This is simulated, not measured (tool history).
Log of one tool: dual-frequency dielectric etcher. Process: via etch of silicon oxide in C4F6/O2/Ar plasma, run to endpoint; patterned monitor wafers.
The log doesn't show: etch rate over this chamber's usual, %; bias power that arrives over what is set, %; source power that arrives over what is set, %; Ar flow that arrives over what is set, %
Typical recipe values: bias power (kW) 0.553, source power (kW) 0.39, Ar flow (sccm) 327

| run | hour | bias power (kW) | source power (kW) | Ar flow (sccm) | wafers since the last listed run | hours since the last wet clean | hours since the last bias power generator calibration | hours since the last source power generator calibration | hours since the last Ar flow controller change | hours since the last upper electrode change | incoming incoming film thickness, nm | endpoint time (s) |
|---|---|---|---|---|---|---|---|---|---|---|---|---|
| 1 | 0 | 0.553 | 0.39 | 327 | 0 | 145.7 | 2108.1 | 1149.2 | 70.5 | 19.2 | 189.3 | 43.1 |
| 2 | 26.4 | 0.553 | 0.39 | 327 | 421 | 172.1 | 2134.5 | 1175.6 | 96.9 | 45.6 | 185.6 | 42.1 |
| 3 | 45.2 | 0.553 | 0.39 | 327 | 300 | 190.9 | 2153.3 | 1194.4 | 115.7 | 64.4 | 187.5 | 42.7 |
| 4 | 71.2 | 0.497 | 0.39 | 327 | 415 | 216.9 | 2179.3 | 1220.4 | 141.7 | 90.4 | 188 | 44.2 |
| 5 | 90.6 | 0.497 | 0.39 | 327 | 309 | 236.3 | 2198.7 | 1239.8 | 161.1 | 109.8 | 187.8 | 43.8 |
| 6 | 123.8 | 0.635 | 0.43 | 327 | 530 | 269.5 | 2231.9 | 1273 | 194.3 | 143 | 188 | 38 |
| 7 | 148.7 | 0.625 | 0.35 | 327 | 397 | 294.4 | 2256.8 | 1297.9 | 219.2 | 167.9 | 187.3 | 41 |
| 8 | 170.6 | 0.463 | 0.39 | 327 | 349 | 316.3 | 2278.7 | 1319.8 | 241.1 | 189.8 | 190.3 | 45.8 |
| 9 | 197.5 | 0.553 | 0.39 | 327 | 429 | 343.2 | 2305.6 | 1346.7 | 268 | 216.7 | 187 | 41.8 |
| 10 | 211.2 | 0.553 | 0.33 | 388 | 218 | 356.9 | 2319.3 | 1360.4 | 281.7 | 230.4 | 185.8 | 44.9 |
|  | 249.8 | wet clean of the chamber |
| 11 | 250.3 | 0.455 | 0.39 | 377 | 241 | 0.5 | 2358.4 | 1399.5 | 320.8 | 269.5 | 186.1 | 48.5 |
| 12 | 258.8 | 0.553 | 0.31 | 360 | 135 | 9 | 2366.9 | 1408 | 329.3 | 278 | 188.2 | 48.7 |
| 13 | 280.9 | 0.553 | 0.39 | 327 | 352 | 31.1 | 2389 | 1430.1 | 351.4 | 300.1 | 186.4 | 43.4 |
| 14 | 304.6 | 0.656 | 0.42 | 351 | 378 | 54.8 | 2412.7 | 1453.8 | 375.1 | 323.8 | 184.9 | 39.1 |
| 15 | 321 | 0.481 | 0.39 | 386 | 261 | 71.2 | 2429.1 | 1470.2 | 391.5 | 340.2 | 187.6 | 47.8 |
| 16 | 356.2 | 0.622 | 0.39 | 382 | 561 | 106.4 | 2464.3 | 1505.4 | 426.7 | 375.4 | 186.9 | 41.7 |

The next listed run, before its measurement:
|  | 372 | bias power generator calibrated |
| 17 | 391.5 | 0.66 | 0.39 | 327 | 499 | 141.7 | 19.5 | 1540.7 | 462 | 410.7 | 186.7 | ? |

endpoint time (s): 39.6
The same run, on a tool lacking any hidden state, would have yielded endpoint time (s) 39.9.
